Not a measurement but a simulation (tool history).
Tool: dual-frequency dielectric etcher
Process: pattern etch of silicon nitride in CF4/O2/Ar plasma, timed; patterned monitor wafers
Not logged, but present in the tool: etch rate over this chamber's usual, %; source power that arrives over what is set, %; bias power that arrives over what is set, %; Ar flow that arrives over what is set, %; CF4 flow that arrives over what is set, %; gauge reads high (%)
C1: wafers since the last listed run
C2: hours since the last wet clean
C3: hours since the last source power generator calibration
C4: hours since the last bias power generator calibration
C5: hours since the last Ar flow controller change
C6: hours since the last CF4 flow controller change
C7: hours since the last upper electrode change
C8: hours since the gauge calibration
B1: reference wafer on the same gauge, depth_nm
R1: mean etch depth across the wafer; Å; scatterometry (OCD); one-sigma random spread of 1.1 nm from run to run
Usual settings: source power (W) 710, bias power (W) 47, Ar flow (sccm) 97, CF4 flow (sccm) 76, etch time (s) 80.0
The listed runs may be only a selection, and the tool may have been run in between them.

run 1 hour=0.0 | source_power_(W)=590 bias_power_(W)=47 Ar_flow_(sccm)=97 CF4_flow_(sccm)=76 etch_time_(s)=80.0 | C1=0 C2=409.0 C3=3626.7 C4=1356.9 C5=5955.8 C6=2971.2 C7=2063.5 C8=373.5 | B1=228.8 | R1=1851
-- hour=38.7 wet clean of the chamber
run 2 hour=69.0 | source_power_(W)=710 bias_power_(W)=47 Ar_flow_(sccm)=97 CF4_flow_(sccm)=76 etch_time_(s)=80.0 | C1=497 C2=30.3 C3=3695.7 C4=1425.9 C5=6024.8 C6=3040.2 C7=2132.5 C8=442.5 | B1=228.8 | R1=1993
run 3 hour=137.6 | source_power_(W)=710 bias_power_(W)=47 Ar_flow_(sccm)=97 CF4_flow_(sccm)=65 etch_time_(s)=80.0 | C1=758 C2=98.9 C3=3764.3 C4=1494.5 C5=6093.4 C6=3108.8 C7=2201.1 C8=511.1 | B1=228.8 | R1=1926
run 4 hour=196.9 | source_power_(W)=710 bias_power_(W)=47 Ar_flow_(sccm)=97 CF4_flow_(sccm)=65 etch_time_(s)=80.0 | C1=655 C2=158.2 C3=3823.6 C4=1553.8 C5=6152.7 C6=3168.1 C7=2260.4 C8=570.4 | B1=229.1 | R1=1967
run 5 hour=263.6 | source_power_(W)=710 bias_power_(W)=47 Ar_flow_(sccm)=97 CF4_flow_(sccm)=65 etch_time_(s)=80.0 | C1=737 C2=224.9 C3=3890.3 C4=1620.5 C5=6219.4 C6=3234.8 C7=2327.1 C8=637.1 | B1=228.6 | R1=1966
run 6 hour=311.5 | source_power_(W)=710 bias_power_(W)=47 Ar_flow_(sccm)=97 CF4_flow_(sccm)=76 etch_time_(s)=80.0 | C1=529 C2=272.8 C3=3938.2 C4=1668.4 C5=6267.3 C6=3282.7 C7=2375.0 C8=685.0 | B1=228.8 | R1=1999
run 7 hour=381.4 | source_power_(W)=710 bias_power_(W)=47 Ar_flow_(sccm)=97 CF4_flow_(sccm)=76 etch_time_(s)=80.0 | C1=772 C2=342.7 C3=4008.1 C4=1738.3 C5=6337.2 C6=3352.6 C7=2444.9 C8=754.9 | B1=228.9 | R1=2050
-- hour=421.8 CF4 flow controller replaced
run 8 hour=486.3 | source_power_(W)=710 bias_power_(W)=47 Ar_flow_(sccm)=97 CF4_flow_(sccm)=76 etch_time_(s)=80.0 | C1=1093 C2=447.6 C3=4113.0 C4=1843.2 C5=6442.1 C6=64.5 C7=2549.8 C8=859.8 | B1=229.4 | R1=2060
-- hour=544.3 wet clean of the chamber
-- hour=546.0 source power generator calibrated
run 9 hour=559.1 | source_power_(W)=560 bias_power_(W)=35 Ar_flow_(sccm)=97 CF4_flow_(sccm)=69 etch_time_(s)=92.5 | C1=521 C2=14.8 C3=13.1 C4=1916.0 C5=6514.9 C6=137.3 C7=2622.6 C8=932.6 | B1=228.8 | R1=1848
-- hour=615.9 upper electrode replaced, of another model than before
run 10 hour=638.6 | source_power_(W)=880 bias_power_(W)=47 Ar_flow_(sccm)=73 CF4_flow_(sccm)=93 etch_time_(s)=90.5 | C1=613 C2=94.3 C3=92.6 C4=1995.5 C5=6594.4 C6=216.8 C7=22.7 C8=1012.1 | B1=229.2 | R1=2999
-- hour=698.5 Ar flow controller replaced
-- hour=734.4 gauge calibrated
run 11 hour=744.6 | source_power_(W)=710 bias_power_(W)=47 Ar_flow_(sccm)=97 CF4_flow_(sccm)=76 etch_time_(s)=80.0 | C1=1105 C2=200.3 C3=198.6 C4=2101.5 C5=46.1 C6=322.8 C7=128.7 C8=10.2 | B1=228.8 | R1=2026
-- hour=751.7 bias power generator calibrated
run 12 hour=796.6 | source_power_(W)=530 bias_power_(W)=47 Ar_flow_(sccm)=121 CF4_flow_(sccm)=76 etch_time_(s)=80.0 | C1=530 C2=252.3 C3=250.6 C4=44.9 C5=98.1 C6=374.8 C7=180.7 C8=62.2 | B1=229.2 | R1=1501
run 13 hour=836.2 | source_power_(W)=710 bias_power_(W)=47 Ar_flow_(sccm)=103 CF4_flow_(sccm)=81 etch_time_(s)=57.5 | C1=437 C2=291.9 C3=290.2 C4=84.5 C5=137.7 C6=414.4 C7=220.3 C8=101.8 | B1=229.0 | R1=1465
run 14 hour=932.4 | source_power_(W)=650 bias_power_(W)=47 Ar_flow_(sccm)=105 CF4_flow_(sccm)=76 etch_time_(s)=80.0 | C1=1063 C2=388.1 C3=386.4 C4=180.7 C5=233.9 C6=510.6 C7=316.5 C8=198.0 | B1=229.1 | R1=1873
-- hour=1028.4 wet clean of the chamber
run 15 hour=1037.7 | source_power_(W)=770 bias_power_(W)=43 Ar_flow_(sccm)=116 CF4_flow_(sccm)=76 etch_time_(s)=90.0 | C1=898 C2=9.3 C3=491.7 C4=286.0 C5=339.2 C6=615.9 C7=421.8 C8=303.3 | B1=228.7 | R1=2276
run 16 hour=1080.1 | source_power_(W)=710 bias_power_(W)=47 Ar_flow_(sccm)=97 CF4_flow_(sccm)=58 etch_time_(s)=80.0 | C1=468 C2=51.7 C3=534.1 C4=328.4 C5=381.6 C6=658.3 C7=464.2 C8=345.7 | B1=228.9 | R1=1925
run 17 hour=1131.8 | source_power_(W)=710 bias_power_(W)=47 Ar_flow_(sccm)=97 CF4_flow_(sccm)=76 etch_time_(s)=80.0 | C1=571 C2=103.4 C3=585.8 C4=380.1 C5=433.3 C6=710.0 C7=515.9 C8=397.4 | B1=228.6 | R1=2014

5 ways to go on from here, each from the tool as it stands after run 17. What would each give?
run A hour=1132.2 | source_power_(W)=710 bias_power_(W)=47 Ar_flow_(sccm)=97 CF4_flow_(sccm)=76 etch_time_(s)=80.0 | C1=4 C2=103.8 C3=586.2 C4=380.5 C5=433.7 C6=710.4 C7=516.3 C8=397.8 | B1=? | R1=?
run B hour=1132.2 | source_power_(W)=710 bias_power_(W)=47 Ar_flow_(sccm)=97 CF4_flow_(sccm)=66 etch_time_(s)=91.5 | C1=4 C2=103.8 C3=586.2 C4=380.5 C5=433.7 C6=710.4 C7=516.3 C8=397.8 | B1=? | R1=?
run C hour=1132.2 | source_power_(W)=650 bias_power_(W)=47 Ar_flow_(sccm)=97 CF4_flow_(sccm)=76 etch_time_(s)=80.0 | C1=4 C2=103.8 C3=586.2 C4=380.5 C5=433.7 C6=710.4 C7=516.3 C8=397.8 | B1=? | R1=?
run D hour=1132.2 | source_power_(W)=710 bias_power_(W)=47 Ar_flow_(sccm)=103 CF4_flow_(sccm)=76 etch_time_(s)=80.0 | C1=4 C2=103.8 C3=586.2 C4=380.5 C5=433.7 C6=710.4 C7=516.3 C8=397.8 | B1=? | R1=?
run E hour=1132.2 | source_power_(W)=710 bias_power_(W)=40 Ar_flow_(sccm)=97 CF4_flow_(sccm)=76 etch_time_(s)=80.0 | C1=4 C2=103.8 C3=586.2 C4=380.5 C5=433.7 C6=710.4 C7=516.3 C8=397.8 | B1=? | R1=?

run=A B1=229.1 R1=2018
run=B B1=229.1 R1=2256
run=C B1=229.1 R1=1856
run=D B1=229.1 R1=1998
run=E B1=229.1 R1=1886
With no hidden state in the tool, these same runs would have given:
run=A R1=1994
run=B R1=2230
run=C R1=1834
run=D R1=1974
run=E R1=1864
